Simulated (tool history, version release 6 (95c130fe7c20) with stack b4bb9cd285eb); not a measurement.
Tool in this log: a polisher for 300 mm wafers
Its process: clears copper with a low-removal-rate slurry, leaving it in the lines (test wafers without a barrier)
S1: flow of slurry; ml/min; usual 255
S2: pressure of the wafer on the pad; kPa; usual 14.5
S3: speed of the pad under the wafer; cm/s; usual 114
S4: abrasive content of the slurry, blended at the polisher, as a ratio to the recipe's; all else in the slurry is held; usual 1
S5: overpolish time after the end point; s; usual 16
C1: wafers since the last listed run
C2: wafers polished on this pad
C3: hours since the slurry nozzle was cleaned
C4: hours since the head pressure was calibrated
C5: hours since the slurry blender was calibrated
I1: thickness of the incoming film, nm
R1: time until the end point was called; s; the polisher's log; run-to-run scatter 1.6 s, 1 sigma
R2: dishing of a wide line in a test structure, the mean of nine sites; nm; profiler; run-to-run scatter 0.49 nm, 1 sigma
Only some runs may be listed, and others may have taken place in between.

run 1 day=0 | S1=255 S2=12.4 S3=114 S4=1 S5=16 | C1=0 C2=1538 C3=635.2 C4=180 C5=25.2 | I1=350.4 | R1=186.2 R2=22.1
run 2 day=4.008 | S1=255 S2=12.4 S3=114 S4=1 S5=16 | C1=493 C2=2032 C3=731.4 C4=276.2 C5=121.4 | I1=340.2 | R1=185.2 R2=22.7
-- day=4.2 worn pad replaced by a new one
-- day=6.179 slurry nozzle cleaned
run 3 day=7.083 | S1=255 S2=12.4 S3=114 S4=1 S5=16 | C1=352 C2=349 C3=21.7 C4=350 C5=195.2 | I1=340.7 | R1=186.1 R2=22
run 4 day=9.154 | S1=255 S2=14.5 S3=114 S4=1 S5=16 | C1=254 C2=604 C3=71.4 C4=399.7 C5=244.9 | I1=347.3 | R1=163.8 R2=25.7
-- day=10.05 head pressure recalibrated
run 5 day=12.062 | S1=255 S2=14.5 S3=114 S4=1 S5=16 | C1=347 C2=952 C3=141.2 C4=48.3 C5=314.7 | I1=340.1 | R1=162.7 R2=24.9
run 6 day=15.904 | S1=255 S2=14.5 S3=114 S4=1 S5=16 | C1=472 C2=1425 C3=233.4 C4=140.5 C5=406.9 | I1=352 | R1=171.8 R2=25.3
-- day=16.742 slurry blender recalibrated
run 7 day=19.433 | S1=255 S2=14.5 S3=114 S4=1 S5=19 | C1=424 C2=1849 C3=318.1 C4=225.2 C5=64.6 | I1=343.2 | R1=172.6 R2=27.6
-- day=20.217 worn pad replaced by a new one
run 8 day=22.483 | S1=255 S2=14.5 S3=114 S4=1 S5=19 | C1=354 C2=279 C3=391.3 C4=298.4 C5=137.8 | I1=344.5 | R1=173.5 R2=27.9
-- day=27.408 head pressure recalibrated
-- day=32.283 slurry blender recalibrated, repeated, since the last time left the tool worse
run 9 day=33.717 | S1=255 S2=14.5 S3=114 S4=1 S5=19 | C1=1362 C2=1641 C3=660.9 C4=151.4 C5=34.4 | I1=344.7 | R1=159.8 R2=29.3
-- day=35.55 worn pad replaced by a new one
run 10 day=36.917 | S1=255 S2=14.5 S3=114 S4=1 S5=16 | C1=373 C2=168 C3=737.7 C4=228.2 C5=111.2 | I1=345.9 | R1=165.8 R2=24.7
-- day=38.062 slurry nozzle cleaned
run 11 day=39.562 | S1=255 S2=14.5 S3=114 S4=1 S5=16 | C1=320 C2=488 C3=36 C4=291.7 C5=174.7 | I1=352.4 | R1=162.9 R2=25.7
run 12 day=43.075 | S1=335 S2=13.1 S3=132 S4=1 S5=10 | C1=432 C2=921 C3=120.3 C4=376 C5=259 | I1=340.7 | R1=155.7 R2=17.8
-- day=43.575 head pressure recalibrated
run 13 day=46.354 | S1=255 S2=17.9 S3=140 S4=1 S5=22 | C1=393 C2=1314 C3=199 C4=66.7 C5=337.7 | I1=337.6 | R1=111.5 R2=44.2
-- day=49.025 slurry blender recalibrated
run 14 day=50.821 | S1=255 S2=14.5 S3=114 S4=1 S5=16 | C1=539 C2=1853 C3=306.2 C4=173.9 C5=43.1 | I1=341.4 | R1=160.5 R2=25.9
-- day=51.021 worn pad replaced by a new one
run 15 day=55.083 | S1=255 S2=14.5 S3=114 S4=0.75 S5=16 | C1=504 C2=500 C3=408.5 C4=276.2 C5=145.4 | I1=345.2 | R1=171.1 R2=25.2
-- day=58.571 head pressure recalibrated
run 16 day=59.417 | S1=255 S2=14.5 S3=154 S4=1 S5=16 | C1=523 C2=1023 C3=512.5 C4=20.3 C5=249.4 | I1=342.3 | R1=124.8 R2=31.6
run 17 day=61.275 | S1=255 S2=14.5 S3=114 S4=1 S5=16 | C1=228 C2=1252 C3=557.1 C4=64.9 C5=294 | I1=344 | R1=161.7 R2=25.7
run 18 day=65.292 | S1=255 S2=14.5 S3=114 S4=1 S5=16 | C1=494 C2=1746 C3=653.5 C4=161.3 C5=390.4 | I1=346.4 | R1=167.7 R2=24.8
-- day=66.079 slurry blender recalibrated
-- day=69.133 worn pad replaced by a new one
run 19 day=69.325 | S1=280 S2=14.5 S3=152 S4=1 S5=8 | C1=465 C2=23 C3=750.3 C4=258.1 C5=77.9 | I1=346 | R1=125.7 R2=17.2
-- day=72.479 slurry nozzle cleaned
-- day=75.775 head pressure recalibrated
run 20 day=76.825 | S1=200 S2=14.5 S3=114 S4=1.1 S5=10 | C1=907 C2=931 C3=104.3 C4=25.2 C5=257.9 | I1=344.8 | R1=163.2 R2=16.7
run 21 day=80.992 | S1=255 S2=14.5 S3=90 S4=1 S5=16 | C1=512 C2=1444 C3=204.3 C4=125.2 C5=357.9 | I1=345.3 | R1=201.2 R2=21.5
-- day=81.1 slurry blender recalibrated
run 22 day=83.346 | S1=185 S2=14.5 S3=114 S4=1 S5=21 | C1=279 C2=1723 C3=260.8 C4=181.7 C5=53.9 | I1=347.1 | R1=165.7 R2=32

Give the tool's hidden conditions for every run:
removal rate lost through wear of the pad, %: 0 in every run
slurry flow missing at the pad, %: 0 in every run
deviation of the head's pressure from its setpoint, %: 0 in every run
H1: abrasive missing from the slurry, %
run=1 H1=2.53
run=2 H1=3.81
run=3 H1=5.94
run=4 H1=7.93
run=5 H1=11.5
run=6 H1=17.6
run=7 H1=33.3
run=8 H1=34.6
run=9 H1=0.632
run=10 H1=1.65
run=11 H1=3.31
run=12 H1=6.64
run=13 H1=10.9
run=14 H1=0.712
run=15 H1=2.47
run=16 H1=6.21
run=17 H1=8.42
run=18 H1=14.4
run=19 H1=0.741
run=20 H1=6.25
run=21 H1=11.9
run=22 H1=0.461
